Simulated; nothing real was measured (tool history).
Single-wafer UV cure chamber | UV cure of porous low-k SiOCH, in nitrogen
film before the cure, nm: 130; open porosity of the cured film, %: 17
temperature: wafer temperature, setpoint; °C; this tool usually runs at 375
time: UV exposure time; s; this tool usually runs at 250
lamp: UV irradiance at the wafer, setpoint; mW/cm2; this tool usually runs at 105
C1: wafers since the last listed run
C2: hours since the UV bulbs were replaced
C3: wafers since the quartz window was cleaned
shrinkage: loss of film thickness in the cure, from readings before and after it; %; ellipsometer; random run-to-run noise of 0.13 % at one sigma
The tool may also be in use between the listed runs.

{"run": 1, "hour": 0.0, "temperature": 375, "time": 250, "lamp": 105, "C1": 0, "C2": 1639.4, "C3": 1350, "shrinkage": 10.986}
{"run": 2, "hour": 44.4, "temperature": 375, "time": 250, "lamp": 105, "C1": 385, "C2": 1683.8, "C3": 1736, "shrinkage": 10.846}
{"run": 3, "hour": 103.4, "temperature": 375, "time": 250, "lamp": 105, "C1": 512, "C2": 1742.8, "C3": 2249, "shrinkage": 11.115}
{"hour": 142.7, "done": "quartz window cleaned"}
{"run": 4, "hour": 148.9, "temperature": 375, "time": 250, "lamp": 105, "C1": 325, "C2": 1788.3, "C3": 53, "shrinkage": 10.606}
{"run": 5, "hour": 204.4, "temperature": 375, "time": 250, "lamp": 105, "C1": 482, "C2": 1843.8, "C3": 536, "shrinkage": 11.038}
{"run": 6, "hour": 245.1, "temperature": 375, "time": 250, "lamp": 105, "C1": 353, "C2": 1884.5, "C3": 890, "shrinkage": 10.895}
{"run": 7, "hour": 314.9, "temperature": 375, "time": 250, "lamp": 105, "C1": 606, "C2": 1954.3, "C3": 1496, "shrinkage": 10.927}
{"run": 8, "hour": 349.3, "temperature": 375, "time": 250, "lamp": 105, "C1": 299, "C2": 1988.7, "C3": 1795, "shrinkage": 10.668}
{"hour": 465.5, "done": "quartz window cleaned"}
{"run": 9, "hour": 504.9, "temperature": 375, "time": 250, "lamp": 105, "C1": 1283, "C2": 2144.3, "C3": 342, "shrinkage": 10.974}
{"run": 10, "hour": 564.9, "temperature": 375, "time": 250, "lamp": 105, "C1": 521, "C2": 2204.3, "C3": 863, "shrinkage": 10.957}
{"run": 11, "hour": 607.7, "temperature": 375, "time": 250, "lamp": 105, "C1": 372, "C2": 2247.1, "C3": 1235, "shrinkage": 10.972}
{"hour": 637.4, "done": "UV bulbs replaced"}
{"run": 12, "hour": 641.0, "temperature": 375, "time": 250, "lamp": 105, "C1": 219, "C2": 3.6, "C3": 1455, "shrinkage": 10.889}
{"run": 13, "hour": 698.5, "temperature": 375, "time": 250, "lamp": 105, "C1": 499, "C2": 61.1, "C3": 1955, "shrinkage": 10.891}
{"run": 14, "hour": 742.5, "temperature": 375, "time": 345, "lamp": 105, "C1": 382, "C2": 105.1, "C3": 2338, "shrinkage": 12.047}
{"run": 15, "hour": 840.4, "temperature": 375, "time": 280, "lamp": 105, "C1": 851, "C2": 203, "C3": 3189, "shrinkage": 11.483}
{"hour": 853.5, "done": "quartz window cleaned"}
{"run": 16, "hour": 870.6, "temperature": 366, "time": 200, "lamp": 70, "C1": 192, "C2": 233.2, "C3": 148, "shrinkage": 8.301}
{"run": 17, "hour": 897.9, "temperature": 394, "time": 295, "lamp": 138, "C1": 237, "C2": 260.5, "C3": 385, "shrinkage": 13.105}
{"run": 18, "hour": 934.0, "temperature": 381, "time": 325, "lamp": 93, "C1": 313, "C2": 296.6, "C3": 699, "shrinkage": 11.482}

What does the tool deliver on the next run?
{"run": 19, "hour": 997.0, "temperature": 388, "time": 175, "lamp": 69, "C1": 547, "C2": 359.6, "C3": 1247, "shrinkage": "?"}

Logged for run 19: shrinkage 8.145 %.
On a tool with no hidden condition, and with the same random variation, this run would have come out at shrinkage 8.145 %.
